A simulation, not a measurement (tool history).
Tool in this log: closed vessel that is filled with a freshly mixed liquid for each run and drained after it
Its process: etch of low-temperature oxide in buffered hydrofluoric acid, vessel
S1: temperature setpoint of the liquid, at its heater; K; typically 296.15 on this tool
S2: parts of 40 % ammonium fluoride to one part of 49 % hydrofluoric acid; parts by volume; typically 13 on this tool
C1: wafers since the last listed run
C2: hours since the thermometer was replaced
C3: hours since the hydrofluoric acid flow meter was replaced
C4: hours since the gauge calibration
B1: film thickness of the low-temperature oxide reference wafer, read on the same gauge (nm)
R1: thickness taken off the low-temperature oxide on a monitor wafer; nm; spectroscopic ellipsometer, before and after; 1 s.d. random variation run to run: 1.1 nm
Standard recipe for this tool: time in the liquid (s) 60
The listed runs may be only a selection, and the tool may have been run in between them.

{"run": 1, "day": 0.0, "S1": 296.15, "S2": 11, "time in the liquid (s)": 85, "C1": 0, "C2": 937.2, "C3": 1999.1, "C4": 485.6, "B1": 140.02, "R1": 337.52}
{"run": 2, "day": 2.321, "S1": 296.15, "S2": 11, "time in the liquid (s)": 85, "C1": 5652, "C2": 992.9, "C3": 2054.8, "C4": 541.3, "B1": 140, "R1": 338.52}
{"run": 3, "day": 4.65, "S1": 296.15, "S2": 11, "time in the liquid (s)": 85, "C1": 5672, "C2": 1048.8, "C3": 2110.7, "C4": 597.2, "B1": 140, "R1": 342.64}
{"run": 4, "day": 6.55, "S1": 296.15, "S2": 13, "time in the liquid (s)": 60, "C1": 4627, "C2": 1094.4, "C3": 2156.3, "C4": 642.8, "B1": 139.99, "R1": 204.12}
{"run": 5, "day": 10.204, "S1": 296.15, "S2": 9, "time in the liquid (s)": 60, "C1": 8899, "C2": 1182.1, "C3": 2244, "C4": 730.5, "B1": 140.01, "R1": 283.75}
{"day": 10.633, "done": "gauge calibrated"}
{"run": 6, "day": 13.4, "S1": 296.15, "S2": 9, "time in the liquid (s)": 60, "C1": 7783, "C2": 1258.8, "C3": 2320.7, "C4": 66.4, "B1": 140.01, "R1": 279.96}
{"run": 7, "day": 17.162, "S1": 296.15, "S2": 13, "time in the liquid (s)": 60, "C1": 9163, "C2": 1349.1, "C3": 2411, "C4": 156.7, "B1": 140.01, "R1": 204.31}
{"day": 18.725, "done": "hydrofluoric acid flow meter replaced"}
{"run": 8, "day": 19.604, "S1": 292.15, "S2": 16.5, "time in the liquid (s)": 95, "C1": 5845, "C2": 1407.7, "C3": 21.1, "C4": 215.3, "B1": 140, "R1": 203.68}
{"day": 19.954, "done": "thermometer replaced"}
{"run": 9, "day": 31.746, "S1": 291.65, "S2": 13, "time in the liquid (s)": 60, "C1": 29469, "C2": 283, "C3": 312.5, "C4": 506.7, "B1": 139.99, "R1": 158.07}
{"run": 10, "day": 34.396, "S1": 296.15, "S2": 13, "time in the liquid (s)": 60, "C1": 6454, "C2": 346.6, "C3": 376.1, "C4": 570.3, "B1": 139.98, "R1": 203.52}
{"run": 11, "day": 36.321, "S1": 298.15, "S2": 11, "time in the liquid (s)": 35, "C1": 4688, "C2": 392.8, "C3": 422.3, "C4": 616.5, "B1": 140, "R1": 155.04}

The next listed run, before its measurement:
{"run": 12, "day": 38.867, "S1": 300.15, "S2": 13, "time in the liquid (s)": 80, "C1": 6200, "C2": 453.9, "C3": 483.4, "C4": 677.6, "B1": "?", "R1": "?"}

{"run 12": {"B1": 140, "R1": 337.65}}
On a tool with no hidden condition, and with the same random variation, this run would have come out at R1 337.65 nm.
